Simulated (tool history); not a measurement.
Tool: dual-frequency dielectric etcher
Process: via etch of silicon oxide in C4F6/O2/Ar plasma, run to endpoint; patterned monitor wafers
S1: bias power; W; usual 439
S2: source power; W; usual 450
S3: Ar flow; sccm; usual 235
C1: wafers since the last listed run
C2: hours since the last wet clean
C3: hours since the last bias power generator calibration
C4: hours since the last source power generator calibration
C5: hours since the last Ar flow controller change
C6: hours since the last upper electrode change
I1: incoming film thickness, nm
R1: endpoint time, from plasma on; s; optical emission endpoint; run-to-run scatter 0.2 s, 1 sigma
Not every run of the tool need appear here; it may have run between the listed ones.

{"run": 1, "day": 0.0, "S1": 439, "S2": 390, "S3": 207, "C1": 0, "C2": 230.5, "C3": 3977.5, "C4": 3174.5, "C5": 3550.6, "C6": 2318.9, "I1": 111.5, "R1": 25.8}
{"run": 2, "day": 1.108, "S1": 439, "S2": 390, "S3": 207, "C1": 487, "C2": 257.1, "C3": 4004.1, "C4": 3201.1, "C5": 3577.2, "C6": 2345.5, "I1": 111.0, "R1": 25.7}
{"run": 3, "day": 3.05, "S1": 439, "S2": 400, "S3": 235, "C1": 854, "C2": 303.7, "C3": 4050.7, "C4": 3247.7, "C5": 3623.8, "C6": 2392.1, "I1": 112.3, "R1": 26.2}
{"day": 5.575, "done": "wet clean of the chamber"}
{"run": 4, "day": 8.779, "S1": 439, "S2": 450, "S3": 235, "C1": 2081, "C2": 76.9, "C3": 4188.2, "C4": 3385.2, "C5": 3761.3, "C6": 2529.6, "I1": 113.0, "R1": 24.7}
{"run": 5, "day": 11.625, "S1": 439, "S2": 370, "S3": 280, "C1": 1252, "C2": 145.2, "C3": 4256.5, "C4": 3453.5, "C5": 3829.6, "C6": 2597.9, "I1": 111.4, "R1": 26.9}
{"run": 6, "day": 13.896, "S1": 439, "S2": 530, "S3": 215, "C1": 999, "C2": 199.7, "C3": 4311.0, "C4": 3508.0, "C5": 3884.1, "C6": 2652.4, "I1": 111.9, "R1": 22.9}
{"run": 7, "day": 16.438, "S1": 439, "S2": 530, "S3": 215, "C1": 1118, "C2": 260.7, "C3": 4372.0, "C4": 3569.0, "C5": 3945.1, "C6": 2713.4, "I1": 110.5, "R1": 22.7}
{"day": 21.142, "done": "wet clean of the chamber"}
{"run": 8, "day": 21.188, "S1": 462, "S2": 450, "S3": 235, "C1": 1650, "C2": 1.1, "C3": 4486.0, "C4": 3683.0, "C5": 4059.1, "C6": 2827.4, "I1": 111.4, "R1": 24.0}
{"run": 9, "day": 22.825, "S1": 462, "S2": 450, "S3": 235, "C1": 720, "C2": 40.4, "C3": 4525.3, "C4": 3722.3, "C5": 4098.4, "C6": 2866.7, "I1": 111.1, "R1": 23.6}
{"run": 10, "day": 24.946, "S1": 494, "S2": 480, "S3": 235, "C1": 933, "C2": 91.3, "C3": 4576.2, "C4": 3773.2, "C5": 4149.3, "C6": 2917.6, "I1": 111.1, "R1": 22.8}
{"day": 26.35, "done": "bias power generator calibrated"}
{"run": 11, "day": 26.971, "S1": 534, "S2": 450, "S3": 259, "C1": 818, "C2": 139.9, "C3": 14.9, "C4": 3821.8, "C5": 4197.9, "C6": 2966.2, "I1": 111.9, "R1": 23.4}
{"run": 12, "day": 29.183, "S1": 336, "S2": 340, "S3": 199, "C1": 973, "C2": 193.0, "C3": 68.0, "C4": 3874.9, "C5": 4251.0, "C6": 3019.3, "I1": 112.1, "R1": 29.6}
{"run": 13, "day": 31.392, "S1": 439, "S2": 450, "S3": 235, "C1": 972, "C2": 246.0, "C3": 121.0, "C4": 3927.9, "C5": 4304.0, "C6": 3072.3, "I1": 112.0, "R1": 24.9}
{"day": 31.725, "done": "source power generator calibrated"}
{"day": 33.429, "done": "Ar flow controller replaced"}
{"run": 14, "day": 33.662, "S1": 379, "S2": 500, "S3": 210, "C1": 816, "C2": 300.5, "C3": 175.5, "C4": 46.5, "C5": 5.6, "C6": 3126.8, "I1": 111.6, "R1": 24.6}
{"day": 34.675, "done": "upper electrode replaced"}
{"run": 15, "day": 35.267, "S1": 353, "S2": 490, "S3": 197, "C1": 265, "C2": 339.0, "C3": 214.0, "C4": 85.0, "C5": 44.1, "C6": 14.2, "I1": 112.2, "R1": 25.0}
{"day": 37.875, "done": "wet clean of the chamber"}
{"run": 16, "day": 37.896, "S1": 439, "S2": 530, "S3": 235, "C1": 717, "C2": 0.5, "C3": 277.1, "C4": 148.1, "C5": 107.2, "C6": 77.3, "I1": 112.3, "R1": 22.4}
{"run": 17, "day": 38.988, "S1": 395, "S2": 350, "S3": 212, "C1": 480, "C2": 26.7, "C3": 303.3, "C4": 174.3, "C5": 133.4, "C6": 103.5, "I1": 111.8, "R1": 27.5}
{"run": 18, "day": 40.775, "S1": 439, "S2": 560, "S3": 235, "C1": 786, "C2": 69.6, "C3": 346.2, "C4": 217.2, "C5": 176.3, "C6": 146.4, "I1": 112.1, "R1": 22.2}
{"run": 19, "day": 47.367, "S1": 409, "S2": 490, "S3": 208, "C1": 2901, "C2": 227.8, "C3": 504.4, "C4": 375.4, "C5": 334.5, "C6": 304.6, "I1": 111.0, "R1": 23.7}
{"run": 20, "day": 48.496, "S1": 439, "S2": 450, "S3": 235, "C1": 497, "C2": 254.9, "C3": 531.5, "C4": 402.5, "C5": 361.6, "C6": 331.7, "I1": 111.3, "R1": 24.7}
{"run": 21, "day": 51.212, "S1": 362, "S2": 390, "S3": 286, "C1": 1195, "C2": 320.1, "C3": 596.7, "C4": 467.7, "C5": 426.8, "C6": 396.9, "I1": 112.1, "R1": 28.3}

Here are 5 independent what-if runs from the current tool condition. What would each one return?
{"run": "A", "day": 51.229, "S1": 439, "S2": 450, "S3": 235, "C1": 7, "C2": 320.5, "C3": 597.1, "C4": 468.1, "C5": 427.2, "C6": 397.3, "I1": 110.8, "R1": "?"}
{"run": "B", "day": 51.229, "S1": 339, "S2": 450, "S3": 205, "C1": 7, "C2": 320.5, "C3": 597.1, "C4": 468.1, "C5": 427.2, "C6": 397.3, "I1": 110.8, "R1": "?"}
{"run": "C", "day": 51.229, "S1": 439, "S2": 450, "S3": 268, "C1": 7, "C2": 320.5, "C3": 597.1, "C4": 468.1, "C5": 427.2, "C6": 397.3, "I1": 110.8, "R1": "?"}
{"run": "D", "day": 51.229, "S1": 334, "S2": 560, "S3": 250, "C1": 7, "C2": 320.5, "C3": 597.1, "C4": 468.1, "C5": 427.2, "C6": 397.3, "I1": 110.8, "R1": "?"}
{"run": "E", "day": 51.229, "S1": 439, "S2": 370, "S3": 270, "C1": 7, "C2": 320.5, "C3": 597.1, "C4": 468.1, "C5": 427.2, "C6": 397.3, "I1": 110.8, "R1": "?"}

run=A R1=24.8
run=B R1=26.2
run=C R1=25.0
run=D R1=24.4
run=E R1=27.3
With no hidden state in the tool, these same runs would have given:
run=A R1=23.8
run=B R1=25.2
run=C R1=24.0
run=D R1=23.4
run=E R1=26.2
